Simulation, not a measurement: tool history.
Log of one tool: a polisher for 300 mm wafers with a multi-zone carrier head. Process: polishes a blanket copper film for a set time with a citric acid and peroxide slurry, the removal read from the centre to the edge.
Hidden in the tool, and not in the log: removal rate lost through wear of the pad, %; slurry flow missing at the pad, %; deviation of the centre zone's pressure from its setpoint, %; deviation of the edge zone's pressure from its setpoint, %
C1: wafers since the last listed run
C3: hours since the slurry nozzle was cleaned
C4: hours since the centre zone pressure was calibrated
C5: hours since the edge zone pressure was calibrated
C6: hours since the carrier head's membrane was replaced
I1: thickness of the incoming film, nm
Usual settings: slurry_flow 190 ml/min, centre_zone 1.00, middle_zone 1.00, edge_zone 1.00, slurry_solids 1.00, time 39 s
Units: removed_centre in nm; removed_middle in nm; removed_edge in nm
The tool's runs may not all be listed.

Run 1, hour 0.0: usual settings; C1 0; wafers polished on this pad 144; C3 581.6; C4 1366.4; C5 1231.0; C6 928.1; I1 1229.1. Result: removed_centre 64.7 nm, removed_middle 63.9 nm, removed_edge 62.3 nm.
Run 2, hour 17.6: usual settings; C1 201; wafers polished on this pad 345; C3 599.2; C4 1384.0; C5 1248.6; C6 945.7; I1 1202.9. Result: removed_centre 65.0 nm, removed_middle 63.2 nm, removed_edge 62.4 nm.
Run 3, hour 24.7: usual settings; C1 81; wafers polished on this pad 426; C3 606.3; C4 1391.1; C5 1255.7; C6 952.8; I1 1199.7. Result: removed_centre 65.2 nm, removed_middle 63.5 nm, removed_edge 63.2 nm.
Run 4, hour 34.4: usual settings but slurry_solids 1.10; C1 110; wafers polished on this pad 537; C3 616.0; C4 1400.8; C5 1265.4; C6 962.5; I1 1213.6. Result: removed_centre 66.6 nm, removed_middle 63.5 nm, removed_edge 63.6 nm.
Run 5, hour 44.9: usual settings but slurry_solids 1.10; C1 120; wafers polished on this pad 657; C3 626.5; C4 1411.3; C5 1275.9; C6 973.0; I1 1199.7. Result: removed_centre 66.1 nm, removed_middle 64.9 nm, removed_edge 63.5 nm.
At hour 58.5: carrier head's membrane replaced by a new one.
Run 6, hour 59.0: usual settings but slurry_solids 1.10; C1 104; wafers polished on this pad 762; C3 640.6; C4 1425.4; C5 1290.0; C6 0.5; I1 1203.8. Result: removed_centre 65.7 nm, removed_middle 64.2 nm, removed_edge 63.0 nm.
At hour 64.2: slurry nozzle cleaned.
Run 7, hour 64.9: usual settings; C1 56; wafers polished on this pad 818; C3 0.7; C4 1431.3; C5 1295.9; C6 6.4; I1 1195.3. Result: removed_centre 63.1 nm, removed_middle 63.8 nm, removed_edge 62.0 nm.
Run 8, hour 77.4: usual settings; C1 143; wafers polished on this pad 961; C3 13.2; C4 1443.8; C5 1308.4; C6 18.9; I1 1209.8. Result: removed_centre 64.0 nm, removed_middle 63.7 nm, removed_edge 62.4 nm.
Run 9, hour 85.9: usual settings but centre_zone 1.07, edge_zone 0.96, slurry_solids 0.90, time 35 s; C1 97; wafers polished on this pad 1058; C3 21.7; C4 1452.3; C5 1316.9; C6 27.4; I1 1196.1. Result: removed_centre 62.2 nm, removed_middle 55.5 nm, removed_edge 55.0 nm.
At hour 91.9: worn pad replaced by a new one.
Run 10, hour 94.9: usual settings but slurry_flow 225 ml/min, middle_zone 0.93, slurry_solids 1.15, time 47 s; C1 57; wafers polished on this pad 33; C3 30.7; C4 1461.3; C5 1325.9; C6 36.4; I1 1197.1. Result: removed_centre 81.1 nm, removed_middle 74.9 nm, removed_edge 78.4 nm.
Run 11, hour 102.9: usual settings; C1 91; wafers polished on this pad 125; C3 38.7; C4 1469.3; C5 1333.9; C6 44.4; I1 1236.3. Result: removed_centre 63.2 nm, removed_middle 62.9 nm, removed_edge 62.3 nm.
Run 12, hour 115.7: usual settings but centre_zone 1.08, middle_zone 0.97, edge_zone 0.94, time 29 s; C1 146; wafers polished on this pad 271; C3 51.5; C4 1482.1; C5 1346.7; C6 57.2; I1 1209.2. Result: removed_centre 51.7 nm, removed_middle 46.2 nm, removed_edge 45.2 nm.

Run 13 comes next. What will it give?
At hour 127.0: edge zone pressure recalibrated.
At hour 129.2: centre zone pressure recalibrated.
Run 13, hour 146.5: usual settings but slurry_flow 125 ml/min, centre_zone 1.07; C1 306; wafers polished on this pad 578; C3 82.3; C4 17.3; C5 19.5; C6 88.0; I1 1215.6. Result: removed_centre ?, removed_middle ?, removed_edge ?.

Run 13 gave removed_centre 64.5 nm, removed_middle 59.0 nm, removed_edge 59.0 nm.
Without the tool's hidden state the same run would have given removed_centre 64.5 nm, removed_middle 59.0 nm, removed_edge 59.0 nm.

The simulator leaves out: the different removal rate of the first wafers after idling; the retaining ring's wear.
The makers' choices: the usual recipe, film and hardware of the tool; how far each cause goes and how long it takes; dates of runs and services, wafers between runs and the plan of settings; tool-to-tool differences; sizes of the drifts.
